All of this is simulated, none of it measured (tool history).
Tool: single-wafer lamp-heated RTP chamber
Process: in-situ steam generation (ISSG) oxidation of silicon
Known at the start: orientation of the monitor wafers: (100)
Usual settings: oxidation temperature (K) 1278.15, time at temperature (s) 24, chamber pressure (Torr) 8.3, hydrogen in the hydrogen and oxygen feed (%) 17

run   hour  oxidation temperature (K)  time at temperature (s)  chamber pressure (Torr)  hydrogen in the hydrogen and oxygen feed (%)  read-back reference wafer on the same gauge, thickness  oxide thickness on the monitor wafer (angstrom)
  1      0                    1292.15                       24                      8.3                                            17                                                   5.457                                            63.23
  2   29.5                    1278.15                       24                      8.3                                            17                                                    5.46                                            59.12
  3   51.8                    1278.15                       24                      8.3                                            17                                                    5.46                                            59.46
  4   66.2                    1278.15                       24                      8.3                                            17                                                   5.456                                            59.26
      77.2  -- pyrometer window cleaned and pyrometer calibrated, repeated, since the last time left the tool worse
  5   90.6                    1278.15                       24                      8.3                                            17                                                   5.468                                             55.8
  6    110                    1268.15                       24                      8.3                                            24                                                   5.458                                            58.34
  7  122.1                    1268.15                       24                      8.3                                            24                                                   5.468                                            58.32
  8    146                    1284.15                       24                      8.3                                            17                                                   5.467                                             57.9
     170.7  -- pressure gauge zeroed
  9  171.8                    1268.15                       24                      8.3                                            24                                                    5.45                                             57.6
 10  187.8                    1278.15                       20                      8.3                                            22                                                   5.461                                            54.86
 11  218.3                    1278.15                       24                      8.3                                            17                                                   5.462                                            56.64
 12  239.4                    1278.15                       15                      8.3                                            17                                                    5.46                                            44.96
 13  257.8                    1294.15                       27                      8.3                                            11                                                   5.458                                            58.76
 14  277.2                    1287.15                       24                      7.3                                            11                                                   5.458                                            53.72
 15  293.4                    1278.15                       24                      7.2                                            17                                                   5.461                                            56.77
     298.6  -- gauge calibrated
 16  317.4                    1278.15                       19                      8.3                                            17                                                   5.465                                             50.9
     336.8  -- hydrogen flow controller replaced
 17  337.3                    1278.15                       24                      8.3                                            17                                                   5.455                                            56.57
 18  354.1                    1278.15                       24                      8.3                                            17                                                   5.459                                            57.07
 19    374                    1278.15                       17                      8.3                                            26                                                   5.459                                            53.25
 20    409                    1278.15                       24                      8.3                                            17                                                    5.46                                            57.09
 21  421.3                    1266.15                       15                      8.3                                            17                                                   5.454                                            43.45
     443.4  -- pyrometer window cleaned and pyrometer calibrated
 22  443.9                    1278.15                       21                        9                                            17                                                   5.451                                            52.23
 23  457.5                    1266.15                       24                      8.3                                            17                                                   5.465                                            53.26
 24  525.7                    1296.15                       24                      8.3                                            17                                                   5.463                                             60.9
 25  557.7                    1294.15                       18                      8.9                                            14                                                   5.461                                             50.1
 26  580.1                    1278.15                       27                      8.3                                            11                                                   5.459                                            54.75
 27  594.9                    1278.15                       24                      8.3                                            17                                                   5.458                                            55.92
 28  627.5                    1264.15                       34                      8.3                                            26                                                   5.456                                            68.76
 29  654.5                    1278.15                       26                      8.3                                            11                                                   5.469                                            53.55
 30  679.7                    1268.15                       24                      7.6                                            17                                                   5.459                                            54.23
 31  707.8                    1278.15                       24                      7.2                                            17                                                   5.463                                            56.59

4 ways to go on from here, each from the tool as it stands after run 31. What would each give?
  A  708.2                    1262.15                       24                      8.3                                            17                                                       ?                                                ?
  B  708.2                    1278.15                       27                      9.1                                            17                                                       ?                                                ?
  C  708.2                    1270.15                       24                      8.3                                            17                                                       ?                                                ?
  D  708.2                    1278.15                       28                      6.9                                            13                                                       ?                                                ?

run  read-back reference wafer on the same gauge, thickness  oxide thickness on the monitor wafer (angstrom)
  A                                                   5.465                                            53.17
  B                                                   5.465                                            60.06
  C                                                   5.465                                            54.98
  D                                                   5.465                                            57.67
Without the tool's hidden state the same runs would have given:
run  oxide thickness on the monitor wafer (angstrom)
  A                                            52.43
  B                                            59.12
  C                                            54.18
  D                                            56.77

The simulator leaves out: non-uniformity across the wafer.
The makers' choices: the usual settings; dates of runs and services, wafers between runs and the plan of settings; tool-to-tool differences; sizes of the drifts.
